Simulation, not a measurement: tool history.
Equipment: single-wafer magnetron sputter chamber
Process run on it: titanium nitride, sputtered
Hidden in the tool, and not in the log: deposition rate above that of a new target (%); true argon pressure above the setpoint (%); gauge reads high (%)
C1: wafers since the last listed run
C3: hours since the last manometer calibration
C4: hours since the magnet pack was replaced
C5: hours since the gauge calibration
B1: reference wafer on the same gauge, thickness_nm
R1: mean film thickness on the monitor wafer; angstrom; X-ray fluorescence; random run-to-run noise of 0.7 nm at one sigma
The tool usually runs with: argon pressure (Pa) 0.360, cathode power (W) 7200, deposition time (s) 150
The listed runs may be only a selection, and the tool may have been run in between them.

run 1 hour=0.0 | argon_pressure_(Pa)=0.360 cathode_power_(W)=7200 deposition_time_(s)=150 | C1=0 wafers_on_the_sputter_target=1739 C3=1112.0 C4=6975.4 C5=1104.2 | B1=233.796 | R1=1984.22
run 2 hour=90.8 | argon_pressure_(Pa)=0.360 cathode_power_(W)=7200 deposition_time_(s)=150 | C1=739 wafers_on_the_sputter_target=2479 C3=1202.8 C4=7066.2 C5=1195.0 | B1=233.975 | R1=1978.49
run 3 hour=179.9 | argon_pressure_(Pa)=0.360 cathode_power_(W)=7200 deposition_time_(s)=150 | C1=725 wafers_on_the_sputter_target=3205 C3=1291.9 C4=7155.3 C5=1284.1 | B1=233.802 | R1=1984.56
-- hour=232.8 sputter target and shields replaced
run 4 hour=256.6 | argon_pressure_(Pa)=0.360 cathode_power_(W)=8200 deposition_time_(s)=169 | C1=559 wafers_on_the_sputter_target=193 C3=1368.6 C4=7232.0 C5=1360.8 | B1=233.919 | R1=2571.53
run 5 hour=306.6 | argon_pressure_(Pa)=0.360 cathode_power_(W)=8200 deposition_time_(s)=169 | C1=407 wafers_on_the_sputter_target=600 C3=1418.6 C4=7282.0 C5=1410.8 | B1=233.884 | R1=2571.84
run 6 hour=345.7 | argon_pressure_(Pa)=0.360 cathode_power_(W)=7600 deposition_time_(s)=150 | C1=318 wafers_on_the_sputter_target=919 C3=1457.7 C4=7321.1 C5=1449.9 | B1=233.933 | R1=2106.68
run 7 hour=428.2 | argon_pressure_(Pa)=0.360 cathode_power_(W)=7600 deposition_time_(s)=150 | C1=672 wafers_on_the_sputter_target=1591 C3=1540.2 C4=7403.6 C5=1532.4 | B1=233.877 | R1=2095.42
-- hour=466.6 magnet pack replaced
run 8 hour=498.1 | argon_pressure_(Pa)=0.360 cathode_power_(W)=7600 deposition_time_(s)=150 | C1=504 wafers_on_the_sputter_target=2096 C3=1610.1 C4=31.5 C5=1602.3 | B1=234.100 | R1=2093.00
run 9 hour=554.7 | argon_pressure_(Pa)=0.360 cathode_power_(W)=6450 deposition_time_(s)=150 | C1=461 wafers_on_the_sputter_target=2557 C3=1666.7 C4=88.1 C5=1658.9 | B1=234.375 | R1=1774.12
run 10 hour=611.6 | argon_pressure_(Pa)=0.360 cathode_power_(W)=6450 deposition_time_(s)=150 | C1=463 wafers_on_the_sputter_target=3020 C3=1723.6 C4=145.0 C5=1715.8 | B1=233.980 | R1=1777.07
-- hour=643.8 gauge calibrated
-- hour=692.7 sputter target and shields replaced
run 11 hour=719.3 | argon_pressure_(Pa)=0.318 cathode_power_(W)=7950 deposition_time_(s)=140 | C1=812 wafers_on_the_sputter_target=216 C3=1831.3 C4=252.7 C5=75.5 | B1=234.375 | R1=2116.18
run 12 hour=769.3 | argon_pressure_(Pa)=0.277 cathode_power_(W)=6450 deposition_time_(s)=177 | C1=407 wafers_on_the_sputter_target=623 C3=1881.3 C4=302.7 C5=125.5 | B1=234.142 | R1=2198.40
run 13 hour=855.1 | argon_pressure_(Pa)=0.360 cathode_power_(W)=8450 deposition_time_(s)=150 | C1=699 wafers_on_the_sputter_target=1322 C3=1967.1 C4=388.5 C5=211.3 | B1=233.785 | R1=2344.92
-- hour=995.0 capacitance manometer re-zeroed and calibrated
run 14 hour=1069.1 | argon_pressure_(Pa)=0.360 cathode_power_(W)=7200 deposition_time_(s)=123 | C1=1678 wafers_on_the_sputter_target=3001 C3=74.1 C4=602.5 C5=425.3 | B1=234.118 | R1=1630.05
run 15 hour=1128.9 | argon_pressure_(Pa)=0.502 cathode_power_(W)=6650 deposition_time_(s)=176 | C1=487 wafers_on_the_sputter_target=3488 C3=133.9 C4=662.3 C5=485.1 | B1=234.064 | R1=1992.34
-- hour=1182.2 sputter target and shields replaced
run 16 hour=1211.7 | argon_pressure_(Pa)=0.360 cathode_power_(W)=8000 deposition_time_(s)=150 | C1=609 wafers_on_the_sputter_target=240 C3=216.7 C4=745.1 C5=567.9 | B1=233.873 | R1=2222.46

Forecast run 17:
run 17 hour=1285.6 | argon_pressure_(Pa)=0.273 cathode_power_(W)=7700 deposition_time_(s)=126 | C1=602 wafers_on_the_sputter_target=842 C3=290.6 C4=819.0 C5=641.8 | B1=? | R1=?

B1: 233.951
R1: 1882.64 angstrom
If the tool had no hidden condition, the same run with the same run-to-run variation would have returned R1 1891.96 angstrom.

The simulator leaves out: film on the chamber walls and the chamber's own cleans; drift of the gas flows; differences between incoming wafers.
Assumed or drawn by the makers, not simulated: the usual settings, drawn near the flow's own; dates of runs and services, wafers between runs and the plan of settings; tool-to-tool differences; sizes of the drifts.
